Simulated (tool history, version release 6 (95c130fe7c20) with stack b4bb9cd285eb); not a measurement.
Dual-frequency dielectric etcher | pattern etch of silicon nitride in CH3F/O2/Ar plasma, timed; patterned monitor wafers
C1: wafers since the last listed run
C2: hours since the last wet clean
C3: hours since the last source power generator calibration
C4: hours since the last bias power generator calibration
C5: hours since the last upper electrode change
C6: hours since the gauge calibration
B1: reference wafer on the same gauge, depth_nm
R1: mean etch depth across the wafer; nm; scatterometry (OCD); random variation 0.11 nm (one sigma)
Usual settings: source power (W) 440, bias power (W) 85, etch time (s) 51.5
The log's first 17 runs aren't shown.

run 18 day=38.396 | source_power_(W)=500 bias_power_(W)=76 etch_time_(s)=46 | C1=405 C2=331.5 C3=391.9 C4=389.6 C5=4097 C6=334 | B1=37.71 | R1=36.54
run 19 day=41.046 | source_power_(W)=370 bias_power_(W)=94 etch_time_(s)=51.5 | C1=823 C2=395.1 C3=455.5 C4=453.2 C5=4160.6 C6=397.6 | B1=37.71 | R1=40.22
-- day=44.017 upper electrode replaced
-- day=47.675 wet clean of the chamber
run 20 day=49.65 | source_power_(W)=440 bias_power_(W)=85 etch_time_(s)=51.5 | C1=2053 C2=47.4 C3=662 C4=659.7 C5=135.2 C6=604.1 | B1=37.69 | R1=40.55
run 21 day=52.096 | source_power_(W)=440 bias_power_(W)=85 etch_time_(s)=51.5 | C1=760 C2=106.1 C3=720.7 C4=718.4 C5=193.9 C6=662.8 | B1=37.7 | R1=40.57
run 22 day=54.15 | source_power_(W)=520 bias_power_(W)=92 etch_time_(s)=51.5 | C1=638 C2=155.4 C3=770 C4=767.7 C5=243.2 C6=712.1 | B1=37.72 | R1=43.77
run 23 day=57.088 | source_power_(W)=440 bias_power_(W)=85 etch_time_(s)=51.5 | C1=913 C2=225.9 C3=840.5 C4=838.2 C5=313.7 C6=782.6 | B1=37.69 | R1=40.5
run 24 day=58.308 | source_power_(W)=480 bias_power_(W)=91 etch_time_(s)=51.5 | C1=379 C2=255.2 C3=869.8 C4=867.5 C5=343 C6=811.9 | B1=37.68 | R1=42.45
run 25 day=60.079 | source_power_(W)=440 bias_power_(W)=75 etch_time_(s)=42.5 | C1=550 C2=297.7 C3=912.3 C4=910 C5=385.5 C6=854.4 | B1=37.71 | R1=32.15
run 26 day=62.208 | source_power_(W)=440 bias_power_(W)=92 etch_time_(s)=63 | C1=661 C2=348.8 C3=963.4 C4=961.1 C5=436.6 C6=905.5 | B1=37.69 | R1=51.04
run 27 day=64.079 | source_power_(W)=380 bias_power_(W)=78 etch_time_(s)=37 | C1=581 C2=393.7 C3=1008.3 C4=1006 C5=481.5 C6=950.4 | B1=37.65 | R1=27.16
run 28 day=65.467 | source_power_(W)=440 bias_power_(W)=85 etch_time_(s)=51.5 | C1=431 C2=427 C3=1041.6 C4=1039.3 C5=514.8 C6=983.7 | B1=37.72 | R1=40.78
run 29 day=67.1 | source_power_(W)=330 bias_power_(W)=104 etch_time_(s)=46.5 | C1=507 C2=466.2 C3=1080.8 C4=1078.5 C5=554 C6=1022.9 | B1=37.64 | R1=36.22
-- day=68.338 wet clean of the chamber
run 30 day=68.575 | source_power_(W)=520 bias_power_(W)=85 etch_time_(s)=37.5 | C1=147 C2=5.7 C3=1116.2 C4=1113.9 C5=589.4 C6=1058.3 | B1=37.71 | R1=30.95

3 ways to go on from here, each from the tool as it stands after run 30. What would each give?
run A day=68.592 | source_power_(W)=440 bias_power_(W)=85 etch_time_(s)=51.5 | C1=5 C2=6.1 C3=1116.6 C4=1114.3 C5=589.8 C6=1058.7 | B1=? | R1=?
run B day=68.592 | source_power_(W)=440 bias_power_(W)=98 etch_time_(s)=41 | C1=5 C2=6.1 C3=1116.6 C4=1114.3 C5=589.8 C6=1058.7 | B1=? | R1=?
run C day=68.592 | source_power_(W)=540 bias_power_(W)=79 etch_time_(s)=44 | C1=5 C2=6.1 C3=1116.6 C4=1114.3 C5=589.8 C6=1058.7 | B1=? | R1=?

run=A B1=37.66 R1=40.38
run=B B1=37.66 R1=33.72
run=C B1=37.66 R1=35.9
Without the tool's hidden state the same runs would have given:
run=A R1=40.52
run=B R1=33.84
run=C R1=36.03

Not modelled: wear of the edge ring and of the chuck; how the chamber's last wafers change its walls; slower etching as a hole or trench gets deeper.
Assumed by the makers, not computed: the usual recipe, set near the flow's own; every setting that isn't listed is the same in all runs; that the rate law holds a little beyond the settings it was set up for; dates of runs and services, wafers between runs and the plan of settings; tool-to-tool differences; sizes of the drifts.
